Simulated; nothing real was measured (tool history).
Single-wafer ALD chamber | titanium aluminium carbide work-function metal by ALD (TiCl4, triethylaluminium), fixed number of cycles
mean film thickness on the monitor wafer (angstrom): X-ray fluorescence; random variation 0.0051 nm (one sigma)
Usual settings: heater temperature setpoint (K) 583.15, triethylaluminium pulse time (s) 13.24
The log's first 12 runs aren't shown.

run	hour	heater temperature setpoint (K)	triethylaluminium pulse time (s)	wafers since the last listed run	hours since the last thermocouple change	hours since the last triethylaluminium bottle change	hours since the showerhead was replaced	hours since the gauge calibration	read-back reference wafer on the same gauge, thickness_nm	mean film thickness on the monitor wafer (angstrom)
13	164.2	583.15	13.24	75	2871.9	1278.2	6611.6	316.0	2.044	19.98
14	170.3	572.15	13.24	75	2878.0	1284.3	6617.7	322.1	2.042	19.04
15	180.7	572.15	13.24	129	2888.4	1294.7	6628.1	332.5	2.042	18.94
16	187.8	579.15	15.73	88	2895.5	1301.8	6635.2	339.6	2.043	19.72
# hour 191.8: gauge calibrated
# hour 203.1: thermocouple changed; heater temperature recalibrated
17	203.6	597.15	13.24	96	0.5	1317.6	6651.0	11.8	2.070	21.48
18	232.4	595.15	17.88	357	29.3	1346.4	6679.8	40.6	2.065	21.47
19	238.7	572.15	13.24	78	35.6	1352.7	6686.1	46.9	2.062	19.12
20	246.7	588.15	16.41	99	43.6	1360.7	6694.1	54.9	2.061	20.74
21	259.1	583.15	8.63	154	56.0	1373.1	6706.5	67.3	2.059	19.55
22	275.6	596.15	18.42	205	72.5	1389.6	6723.0	83.8	2.057	21.57
# hour 285.1: showerhead replaced
# hour 292.5: triethylaluminium bottle replaced
23	293.0	583.15	16.69	24	89.9	0.5	7.9	101.2	2.057	20.12
24	298.6	583.15	13.24	69	95.5	6.1	13.5	106.8	2.056	20.12
25	312.7	577.15	9.15	175	109.6	20.2	27.6	120.9	2.054	19.11
26	321.2	583.15	13.24	105	118.1	28.7	36.1	129.4	2.053	20.06
27	330.2	594.15	14.85	111	127.1	37.7	45.1	138.4	2.052	21.05
28	345.8	575.15	15.12	193	142.7	53.3	60.7	154.0	2.052	19.42
29	362.6	578.15	15.84	208	159.5	70.1	77.5	170.8	2.051	19.77
30	371.5	583.15	13.24	110	168.4	79.0	86.4	179.7	2.051	19.96
31	379.0	573.15	9.92	93	175.9	86.5	93.9	187.2	2.050	18.79

3 ways to go on from here, each from the tool as it stands after run 31. What would each give?
A	379.4	579.15	13.24	4	176.3	86.9	94.3	187.6	?	?
B	379.4	592.15	16.93	4	176.3	86.9	94.3	187.6	?	?
C	379.4	570.15	9.38	4	176.3	86.9	94.3	187.6	?	?

run	read-back reference wafer on the same gauge, thickness_nm	mean film thickness on the monitor wafer (angstrom)
A	2.049	19.71
B	2.049	21.02
C	2.049	18.52
Without the tool's hidden state the same runs would have given:
run	mean film thickness on the monitor wafer (angstrom)
A	19.90
B	21.23
C	18.70

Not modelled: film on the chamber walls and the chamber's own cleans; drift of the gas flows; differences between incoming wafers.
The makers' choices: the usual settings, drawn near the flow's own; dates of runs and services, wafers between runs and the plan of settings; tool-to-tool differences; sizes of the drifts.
